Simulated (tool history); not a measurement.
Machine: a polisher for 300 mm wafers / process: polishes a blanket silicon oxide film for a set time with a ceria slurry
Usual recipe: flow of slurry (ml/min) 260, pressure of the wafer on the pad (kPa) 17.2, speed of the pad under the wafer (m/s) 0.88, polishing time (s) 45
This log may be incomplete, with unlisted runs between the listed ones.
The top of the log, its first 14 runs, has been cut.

| run | hour | flow of slurry (ml/min) | pressure of the wafer on the pad (kPa) | speed of the pad under the wafer (m/s) | polishing time (s) | wafers since the last listed run | wafers polished on this pad | hours since the slurry nozzle was cleaned | hours since the head pressure was calibrated | incoming thickness of the incoming film, nm | film removed (angstrom) |
|---|---|---|---|---|---|---|---|---|---|---|---|
| 15 | 468.9 | 260 | 17.2 | 0.88 | 45 | 369 | 812 | 147.3 | 776.8 | 1836.4 | 1336 |
| 16 | 495.9 | 260 | 17.2 | 0.88 | 45 | 200 | 1012 | 174.3 | 803.8 | 1799.8 | 1345 |
| 17 | 511.8 | 260 | 17.2 | 0.74 | 41 | 117 | 1130 | 190.2 | 819.7 | 1816.2 | 1029 |
| 18 | 524.7 | 215 | 11.7 | 0.96 | 45 | 95 | 1226 | 203.1 | 832.6 | 1788.9 | 962 |
| 19 | 554.5 | 195 | 20 | 0.88 | 45 | 220 | 1447 | 232.9 | 862.4 | 1810.6 | 1468 |
|  | 570.2 | head pressure recalibrated |
|  | 583.3 | worn pad replaced by a new one |
| 20 | 588.7 | 195 | 17.2 | 0.88 | 45 | 209 | 40 | 267.1 | 18.5 | 1816.1 | 1233 |
| 21 | 621.2 | 260 | 17.2 | 0.88 | 45 | 240 | 280 | 299.6 | 51 | 1822.6 | 1291 |
| 22 | 651.6 | 260 | 17.2 | 0.88 | 45 | 225 | 506 | 330 | 81.4 | 1797.2 | 1278 |
| 23 | 666.1 | 295 | 17.2 | 0.88 | 56 | 107 | 613 | 344.5 | 95.9 | 1839.5 | 1613 |
| 24 | 686.8 | 300 | 17.2 | 0.62 | 49 | 153 | 767 | 365.2 | 116.6 | 1784.4 | 997 |
| 25 | 741.5 | 260 | 17.2 | 0.88 | 45 | 405 | 1172 | 419.9 | 171.3 | 1811.1 | 1276 |
| 26 | 782.8 | 260 | 20 | 0.88 | 45 | 306 | 1478 | 461.2 | 212.6 | 1807.6 | 1490 |
| 27 | 800.8 | 340 | 17.2 | 0.68 | 57 | 133 | 1612 | 479.2 | 230.6 | 1807.1 | 1299 |
|  | 811.6 | worn pad replaced by a new one |
| 28 | 816.7 | 205 | 17.2 | 0.88 | 45 | 88 | 38 | 495.1 | 246.5 | 1815.3 | 1239 |
| 29 | 847.8 | 260 | 17.2 | 0.88 | 45 | 230 | 268 | 526.2 | 277.6 | 1797.4 | 1280 |
| 30 | 870.9 | 260 | 20 | 0.88 | 33 | 171 | 439 | 549.3 | 300.7 | 1790.1 | 1091 |
| 31 | 886.2 | 260 | 17.2 | 0.7 | 59 | 113 | 553 | 564.6 | 316 | 1815.3 | 1334 |
| 32 | 904.1 | 260 | 20 | 0.74 | 45 | 132 | 685 | 582.5 | 333.9 | 1813 | 1261 |
| 33 | 928.2 | 260 | 17.2 | 0.8 | 40 | 178 | 864 | 606.6 | 358 | 1798.8 | 1032 |
| 34 | 959.7 | 260 | 12.4 | 0.88 | 58 | 233 | 1098 | 638.1 | 389.5 | 1817.7 | 1193 |
| 35 | 984.7 | 180 | 17.2 | 1.14 | 51 | 185 | 1283 | 663.1 | 414.5 | 1787.9 | 1784 |
| 36 | 1002 | 325 | 17.2 | 0.78 | 37 | 128 | 1411 | 680.4 | 431.8 | 1822.7 | 964 |
| 37 | 1017.2 | 260 | 17.2 | 0.62 | 55 | 112 | 1524 | 695.6 | 447 | 1792.2 | 1100 |
| 38 | 1029.7 | 305 | 12.4 | 0.62 | 55 | 92 | 1616 | 708.1 | 459.5 | 1791.2 | 811 |

Branching from run 38: 3 alternative next runs. What would each branch give?
| A | 1030.1 | 260 | 17.2 | 0.88 | 30 | 2 | 1619 | 708.5 | 459.9 | 1808.3 | ? |
| B | 1030.1 | 195 | 20.7 | 0.78 | 30 | 2 | 1619 | 708.5 | 459.9 | 1808.3 | ? |
| C | 1030.1 | 260 | 11.7 | 1.18 | 45 | 2 | 1619 | 708.5 | 459.9 | 1808.3 | ? |

| run | film removed (angstrom) |
|---|---|
| A | 856 |
| B | 869 |
| C | 1171 |
With the hidden condition removed and each run's random variation left untouched, the same runs would have given:
| run | film removed (angstrom) |
|---|---|
| A | 893 |
| B | 922 |
| C | 1221 |
